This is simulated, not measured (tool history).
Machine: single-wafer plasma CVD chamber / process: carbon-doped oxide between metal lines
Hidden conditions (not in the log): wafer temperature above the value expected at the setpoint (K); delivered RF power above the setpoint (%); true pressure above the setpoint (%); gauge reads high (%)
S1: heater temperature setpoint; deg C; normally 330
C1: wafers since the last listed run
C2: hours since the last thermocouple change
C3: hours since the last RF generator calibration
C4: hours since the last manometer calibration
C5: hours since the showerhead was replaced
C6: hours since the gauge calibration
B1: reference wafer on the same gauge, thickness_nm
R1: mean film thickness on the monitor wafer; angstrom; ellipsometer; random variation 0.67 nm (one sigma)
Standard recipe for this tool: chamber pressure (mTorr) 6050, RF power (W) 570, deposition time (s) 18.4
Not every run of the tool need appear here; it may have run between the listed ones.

run 1 hour=0 | S1=330 chamber_pressure_(mTorr)=6050 RF_power_(W)=570 deposition_time_(s)=18.4 | C1=0 C2=1393.8 C3=612.8 C4=677.4 C5=2648.3 C6=571.7 | B1=102.038 | R1=1198.47
run 2 hour=88.4 | S1=330 chamber_pressure_(mTorr)=6050 RF_power_(W)=570 deposition_time_(s)=18.4 | C1=2034 C2=1482.2 C3=701.2 C4=765.8 C5=2736.7 C6=660.1 | B1=101.97 | R1=1197.02
run 3 hour=129.5 | S1=330 chamber_pressure_(mTorr)=6050 RF_power_(W)=570 deposition_time_(s)=18.4 | C1=946 C2=1523.3 C3=742.3 C4=806.9 C5=2777.8 C6=701.2 | B1=101.996 | R1=1204.93
run 4 hour=179.8 | S1=330 chamber_pressure_(mTorr)=6620 RF_power_(W)=570 deposition_time_(s)=18.4 | C1=1157 C2=1573.6 C3=792.6 C4=857.2 C5=2828.1 C6=751.5 | B1=102 | R1=1212.41
run 5 hour=350.1 | S1=330 chamber_pressure_(mTorr)=6050 RF_power_(W)=570 deposition_time_(s)=18.4 | C1=3919 C2=1743.9 C3=962.9 C4=1027.5 C5=2998.4 C6=921.8 | B1=102.006 | R1=1195.77
run 6 hour=388 | S1=330 chamber_pressure_(mTorr)=6050 RF_power_(W)=570 deposition_time_(s)=15.7 | C1=872 C2=1781.8 C3=1000.8 C4=1065.4 C5=3036.3 C6=959.7 | B1=101.965 | R1=1032.3
run 7 hour=649.9 | S1=330 chamber_pressure_(mTorr)=6050 RF_power_(W)=570 deposition_time_(s)=15.7 | C1=6028 C2=2043.7 C3=1262.7 C4=1327.3 C5=3298.2 C6=1221.6 | B1=101.994 | R1=1024.1
-- hour=691.4 gauge calibrated
run 8 hour=712.6 | S1=330 chamber_pressure_(mTorr)=6050 RF_power_(W)=570 deposition_time_(s)=18.4 | C1=1443 C2=2106.4 C3=1325.4 C4=1390 C5=3360.9 C6=21.2 | B1=102.083 | R1=1205.98
run 9 hour=816.2 | S1=330 chamber_pressure_(mTorr)=6050 RF_power_(W)=570 deposition_time_(s)=18.4 | C1=2384 C2=2210 C3=1429 C4=1493.6 C5=3464.5 C6=124.8 | B1=102.03 | R1=1208.72
run 10 hour=891 | S1=330 chamber_pressure_(mTorr)=6050 RF_power_(W)=570 deposition_time_(s)=18.4 | C1=1721 C2=2284.8 C3=1503.8 C4=1568.4 C5=3539.3 C6=199.6 | B1=101.989 | R1=1198.02
-- hour=965.2 thermocouple changed; heater temperature recalibrated
run 11 hour=983.3 | S1=339 chamber_pressure_(mTorr)=6980 RF_power_(W)=485 deposition_time_(s)=19.7 | C1=1940 C2=18.1 C3=1596.1 C4=1660.7 C5=3631.6 C6=291.9 | B1=102.026 | R1=1116.9
-- hour=993.4 showerhead replaced
run 12 hour=1035.8 | S1=336 chamber_pressure_(mTorr)=5300 RF_power_(W)=465 deposition_time_(s)=21.5 | C1=1024 C2=70.6 C3=1648.6 C4=1713.2 C5=42.4 C6=344.4 | B1=101.952 | R1=1176.04
run 13 hour=1087.8 | S1=330 chamber_pressure_(mTorr)=6050 RF_power_(W)=570 deposition_time_(s)=18.4 | C1=1196 C2=122.6 C3=1700.6 C4=1765.2 C5=94.4 C6=396.4 | B1=101.999 | R1=1172.01
run 14 hour=1152.5 | S1=330 chamber_pressure_(mTorr)=6050 RF_power_(W)=570 deposition_time_(s)=18.4 | C1=1489 C2=187.3 C3=1765.3 C4=1829.9 C5=159.1 C6=461.1 | B1=102.065 | R1=1170.02
-- hour=1216 RF generator calibrated
run 15 hour=1246.2 | S1=316 chamber_pressure_(mTorr)=6740 RF_power_(W)=670 deposition_time_(s)=20.1 | C1=1972 C2=281 C3=30.2 C4=1923.6 C5=252.8 C6=554.8 | B1=102.047 | R1=1510.63
-- hour=1306.1 capacitance manometer re-zeroed and calibrated
run 16 hour=1306.6 | S1=330 chamber_pressure_(mTorr)=6050 RF_power_(W)=570 deposition_time_(s)=21.8 | C1=1206 C2=341.4 C3=90.6 C4=0.5 C5=313.2 C6=615.2 | B1=102.003 | R1=1388.88
run 17 hour=1361.3 | S1=330 chamber_pressure_(mTorr)=6050 RF_power_(W)=570 deposition_time_(s)=21.4 | C1=1259 C2=396.1 C3=145.3 C4=55.2 C5=367.9 C6=669.9 | B1=101.936 | R1=1381.79
run 18 hour=1441.8 | S1=330 chamber_pressure_(mTorr)=6050 RF_power_(W)=570 deposition_time_(s)=21 | C1=1852 C2=476.6 C3=225.8 C4=135.7 C5=448.4 C6=750.4 | B1=102.036 | R1=1353.29
run 19 hour=1522.8 | S1=320 chamber_pressure_(mTorr)=7480 RF_power_(W)=570 deposition_time_(s)=14.7 | C1=1864 C2=557.6 C3=306.8 C4=216.7 C5=529.4 C6=831.4 | B1=102.001 | R1=1016.32
run 20 hour=1603 | S1=330 chamber_pressure_(mTorr)=6050 RF_power_(W)=570 deposition_time_(s)=18.4 | C1=1846 C2=637.8 C3=387 C4=296.9 C5=609.6 C6=911.6 | B1=101.972 | R1=1199.18
run 21 hour=1703.1 | S1=330 chamber_pressure_(mTorr)=6050 RF_power_(W)=570 deposition_time_(s)=18.4 | C1=2304 C2=737.9 C3=487.1 C4=397 C5=709.7 C6=1011.7 | B1=101.975 | R1=1197.28

Consider 5 possible next runs. They are alternatives, not a sequence: every one starts from the tool as it was left by run 21. What does each give?
run A hour=1703.5 | S1=330 chamber_pressure_(mTorr)=6050 RF_power_(W)=570 deposition_time_(s)=18.4 | C1=9 C2=738.3 C3=487.5 C4=397.4 C5=710.1 C6=1012.1 | B1=? | R1=?
run B hour=1703.5 | S1=319 chamber_pressure_(mTorr)=4860 RF_power_(W)=520 deposition_time_(s)=18.4 | C1=9 C2=738.3 C3=487.5 C4=397.4 C5=710.1 C6=1012.1 | B1=? | R1=?
run C hour=1703.5 | S1=330 chamber_pressure_(mTorr)=6050 RF_power_(W)=480 deposition_time_(s)=16.1 | C1=9 C2=738.3 C3=487.5 C4=397.4 C5=710.1 C6=1012.1 | B1=? | R1=?
run D hour=1703.5 | S1=338 chamber_pressure_(mTorr)=5490 RF_power_(W)=515 deposition_time_(s)=22 | C1=9 C2=738.3 C3=487.5 C4=397.4 C5=710.1 C6=1012.1 | B1=? | R1=?
run E hour=1703.5 | S1=342 chamber_pressure_(mTorr)=5000 RF_power_(W)=570 deposition_time_(s)=18.4 | C1=9 C2=738.3 C3=487.5 C4=397.4 C5=710.1 C6=1012.1 | B1=? | R1=?

run=A B1=102.011 R1=1193.94
run=B B1=102.011 R1=1161.17
run=C B1=102.011 R1=952.74
run=D B1=102.011 R1=1289.8
run=E B1=102.011 R1=1111.83
Had the tool no hidden state, the same runs would have come out as:
run=A R1=1167.26
run=B R1=1131.54
run=C R1=931.46
run=D R1=1263.69
run=E R1=1090.53
